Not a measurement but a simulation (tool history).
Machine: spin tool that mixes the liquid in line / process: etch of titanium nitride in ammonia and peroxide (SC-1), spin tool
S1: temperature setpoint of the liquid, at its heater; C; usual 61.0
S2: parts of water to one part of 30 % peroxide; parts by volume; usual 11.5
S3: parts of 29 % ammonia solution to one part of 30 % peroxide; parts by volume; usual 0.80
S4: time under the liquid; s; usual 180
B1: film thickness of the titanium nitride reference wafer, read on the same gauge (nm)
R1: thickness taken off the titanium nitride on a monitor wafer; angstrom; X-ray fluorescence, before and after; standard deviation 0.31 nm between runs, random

run,hour,S1,S2,S3,S4,B1,R1
1,0.0,61.0,11.5,0.80,180,130.01,283.9
2,68.0,55.0,16.5,0.80,100,130.00,83.7
# hour 82.6: new drum of ammonia solution connected
3,109.9,66.5,14.5,0.50,260,130.02,467.2
4,135.4,61.0,11.5,0.80,180,130.01,277.5
5,189.0,65.0,15.5,0.80,95,130.01,162.1
6,232.6,56.5,11.5,1.05,260,130.00,307.9
# hour 244.3: heated supply line repaired
7,302.5,68.0,6.0,0.80,210,129.95,775.7
8,329.1,61.0,11.5,0.70,180,129.99,295.6
# hour 349.7: gauge calibrated
9,365.4,55.0,16.5,0.80,100,130.01,92.8
10,426.7,55.0,16.5,0.80,100,129.98,93.4
# hour 444.5: ammonia flow meter replaced
11,534.0,51.5,11.5,0.80,180,129.99,159.5
# hour 602.3: thermometer replaced
12,605.3,61.0,6.5,0.95,265,129.99,609.5
13,659.5,61.0,16.5,0.80,180,129.98,243.6
14,721.8,61.0,11.5,0.80,180,129.99,296.6
15,775.5,68.5,17.0,0.60,240,129.98,497.1
# hour 786.0: new drum of ammonia solution connected
16,831.5,69.5,11.5,0.80,180,130.01,509.4
17,882.7,67.0,11.5,0.80,180,130.03,440.2
18,937.2,57.5,11.5,0.95,270,130.03,357.2
19,1001.0,61.0,11.5,0.80,180,130.02,294.9
20,1048.7,61.0,11.5,0.80,180,129.99,294.0
21,1118.4,65.5,14.5,0.80,85,130.03,162.6
22,1169.2,51.0,6.5,0.80,220,130.03,242.1
23,1227.4,55.0,6.5,0.55,75,129.97,102.0
24,1256.0,61.0,11.5,1.15,140,130.00,238.7
25,1289.1,61.0,16.0,0.80,210,129.98,284.9

Each row is a separate what-if for the run after 25, all from the same tool condition, not one after another. Results?
A,1289.6,61.0,11.5,0.80,235,?,?
B,1289.6,61.0,8.0,0.50,240,?,?
C,1289.6,64.5,11.5,0.80,180,?,?

run,B1,R1
A,130.01,383.2
B,130.01,436.0
C,130.01,368.4
What these runs would have given with no unlogged condition in the tool:
run,R1
A,409.4
B,465.7
C,393.0

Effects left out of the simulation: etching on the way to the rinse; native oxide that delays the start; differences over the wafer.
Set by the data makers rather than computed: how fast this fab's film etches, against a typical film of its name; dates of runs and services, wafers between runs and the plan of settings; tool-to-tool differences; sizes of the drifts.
